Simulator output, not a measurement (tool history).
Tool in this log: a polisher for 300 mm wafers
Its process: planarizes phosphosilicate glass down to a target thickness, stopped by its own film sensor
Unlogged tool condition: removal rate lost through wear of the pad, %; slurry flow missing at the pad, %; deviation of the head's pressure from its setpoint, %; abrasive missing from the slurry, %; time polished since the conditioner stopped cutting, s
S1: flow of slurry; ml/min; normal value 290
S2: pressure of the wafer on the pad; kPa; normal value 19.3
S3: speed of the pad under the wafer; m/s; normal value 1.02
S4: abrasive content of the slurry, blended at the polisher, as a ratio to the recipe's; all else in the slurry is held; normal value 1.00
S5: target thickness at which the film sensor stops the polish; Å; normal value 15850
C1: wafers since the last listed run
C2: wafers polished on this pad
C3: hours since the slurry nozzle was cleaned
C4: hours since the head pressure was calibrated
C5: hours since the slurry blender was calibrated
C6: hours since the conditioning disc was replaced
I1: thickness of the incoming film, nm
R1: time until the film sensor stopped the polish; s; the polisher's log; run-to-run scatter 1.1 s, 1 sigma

Run 1, hour 0.0: usual settings but S1 260 ml/min, S3 0.90 m/s; C1 0; C2 507; C3 308.5; C4 229.1; C5 144.1; C6 93.5; I1 2116.2. Result: R1 73.5 s.
Run 2, hour 18.6: usual settings; C1 192; C2 699; C3 327.1; C4 247.7; C5 162.7; C6 112.1; I1 2130.4. Result: R1 70.3 s.
Run 3, hour 35.8: usual settings; C1 177; C2 877; C3 344.3; C4 264.9; C5 179.9; C6 129.3; I1 2157.2. Result: R1 72.2 s.
Run 4, hour 58.9: usual settings but S5 14980 Å; C1 238; C2 1115; C3 367.4; C4 288.0; C5 203.0; C6 152.4; I1 2190.6. Result: R1 86.4 s.
Run 5, hour 75.7: usual settings but S1 200 ml/min, S4 0.90; C1 173; C2 1289; C3 384.2; C4 304.8; C5 219.8; C6 169.2; I1 2151.9. Result: R1 74.3 s.
Run 6, hour 101.5: usual settings but S2 12.4 kPa, S4 1.20; C1 266; C2 1555; C3 410.0; C4 330.6; C5 245.6; C6 195.0; I1 2159.8. Result: R1 95.9 s.
Run 7, hour 128.9: usual settings but S1 220 ml/min, S2 17.2 kPa; C1 282; C2 1838; C3 437.4; C4 358.0; C5 273.0; C6 222.4; I1 2172.8. Result: R1 81.3 s.
Run 8, hour 148.6: usual settings but S1 255 ml/min, S2 14.5 kPa, S4 1.30, S5 14970 Å; C1 203; C2 2042; C3 457.1; C4 377.7; C5 292.7; C6 242.1; I1 2127.5. Result: R1 92.9 s.
At hour 176.4: worn pad replaced by a new one.
At hour 192.0: head pressure recalibrated.
Run 9, hour 213.3: usual settings but S1 195 ml/min, S2 24.1 kPa, S4 0.90; C1 606; C2 360; C3 521.8; C4 21.3; C5 357.4; C6 306.8; I1 2197.9. Result: R1 67.7 s.
Run 10, hour 248.9: usual settings; C1 367; C2 728; C3 557.4; C4 56.9; C5 393.0; C6 342.4; I1 2175.2. Result: R1 74.8 s.
Run 11, hour 266.2: usual settings but S1 205 ml/min; C1 178; C2 906; C3 574.7; C4 74.2; C5 410.3; C6 359.7; I1 2130.3. Result: R1 70.1 s.
At hour 287.0: slurry blender recalibrated.
Run 12, hour 290.7: usual settings but S4 0.75, S5 16390 Å; C1 232; C2 1139; C3 599.2; C4 98.7; C5 3.7; C6 384.2; I1 2160.9. Result: R1 71.7 s.
Run 13, hour 319.4: usual settings but S1 195 ml/min, S2 24.1 kPa, S4 0.90; C1 296; C2 1435; C3 627.9; C4 127.4; C5 32.4; C6 412.9; I1 2194.4. Result: R1 66.6 s.
At hour 332.3: conditioning disc replaced and pad reconditioned.
Run 14, hour 350.3: usual settings; C1 298; C2 1734; C3 658.8; C4 158.3; C5 63.3; C6 18.0; I1 2152.8. Result: R1 72.8 s.
Run 15, hour 378.2: usual settings but S1 385 ml/min, S4 0.80, S5 16640 Å; C1 288; C2 2022; C3 686.7; C4 186.2; C5 91.2; C6 45.9; I1 2162.0. Result: R1 63.2 s.
At hour 390.1: worn pad replaced by a new one.
At hour 404.8: slurry nozzle cleaned.
Run 16, hour 408.5: usual settings; C1 261; C2 179; C3 3.7; C4 216.5; C5 121.5; C6 76.2; I1 2113.0. Result: R1 67.6 s.
Run 17, hour 428.2: usual settings; C1 203; C2 383; C3 23.4; C4 236.2; C5 141.2; C6 95.9; I1 2142.0. Result: R1 69.9 s.
Run 18, hour 461.2: usual settings but S1 220 ml/min, S3 1.12 m/s; C1 340; C2 724; C3 56.4; C4 269.2; C5 174.2; C6 128.9; I1 2170.2. Result: R1 70.9 s.
Run 19, hour 482.5: usual settings but S2 24.1 kPa, S5 15090 Å; C1 219; C2 944; C3 77.7; C4 290.5; C5 195.5; C6 150.2; I1 2160.4. Result: R1 68.0 s.
Run 20, hour 517.0: usual settings but S1 350 ml/min, S3 0.86 m/s, S4 0.80; C1 356; C2 1300; C3 112.2; C4 325.0; C5 230.0; C6 184.7; I1 2145.1. Result: R1 83.5 s.
Run 21, hour 547.8: usual settings but S3 1.26 m/s; C1 318; C2 1618; C3 143.0; C4 355.8; C5 260.8; C6 215.5; I1 2156.1. Result: R1 61.0 s.
Run 22, hour 566.4: usual settings; C1 192; C2 1810; C3 161.6; C4 374.4; C5 279.4; C6 234.1; I1 2116.5. Result: R1 64.6 s.
Run 23, hour 584.0: usual settings; C1 181; C2 1992; C3 179.2; C4 392.0; C5 297.0; C6 251.7; I1 2123.8. Result: R1 68.1 s.
At hour 597.8: head pressure recalibrated.
Run 24, hour 615.2: usual settings but S1 350 ml/min, S3 0.92 m/s, S4 1.15; C1 301; C2 2293; C3 210.4; C4 17.4; C5 328.2; C6 282.9; I1 2121.9. Result: R1 69.6 s.
At hour 631.4: worn pad replaced by a new one.
Run 25, hour 642.1: usual settings but S1 345 ml/min, S2 22.1 kPa, S4 0.80; C1 236; C2 110; C3 237.3; C4 44.3; C5 355.1; C6 309.8; I1 2147.6. Result: R1 65.1 s.

5 options for the next run, each taken on its own from the tool as it stands now. Forecast them:
Run A, hour 642.5: usual settings; C1 4; C2 114; C3 237.7; C4 44.7; C5 355.5; C6 310.2; I1 2150.1. Result: R1 ?.
Run B, hour 642.5: usual settings but S1 220 ml/min, S3 1.22 m/s, S5 14430 Å; C1 4; C2 114; C3 237.7; C4 44.7; C5 355.5; C6 310.2; I1 2150.1. Result: R1 ?.
Run C, hour 642.5: usual settings but S1 200 ml/min; C1 4; C2 114; C3 237.7; C4 44.7; C5 355.5; C6 310.2; I1 2150.1. Result: R1 ?.
Run D, hour 642.5: usual settings but S5 17230 Å; C1 4; C2 114; C3 237.7; C4 44.7; C5 355.5; C6 310.2; I1 2150.1. Result: R1 ?.
Run E, hour 642.5: usual settings but S2 22.8 kPa, S3 1.32 m/s, S4 0.75, S5 14390 Å; C1 4; C2 114; C3 237.7; C4 44.7; C5 355.5; C6 310.2; I1 2150.1. Result: R1 ?.

run    R1
  A  71.7
  B  79.6
  C  74.0
  D  54.2
  E  68.6
Take away the tool's hidden state, keep each run's random variation, and the runs would have read:
run    R1
  A  71.7
  B  79.6
  C  74.0
  D  54.2
  E  68.6
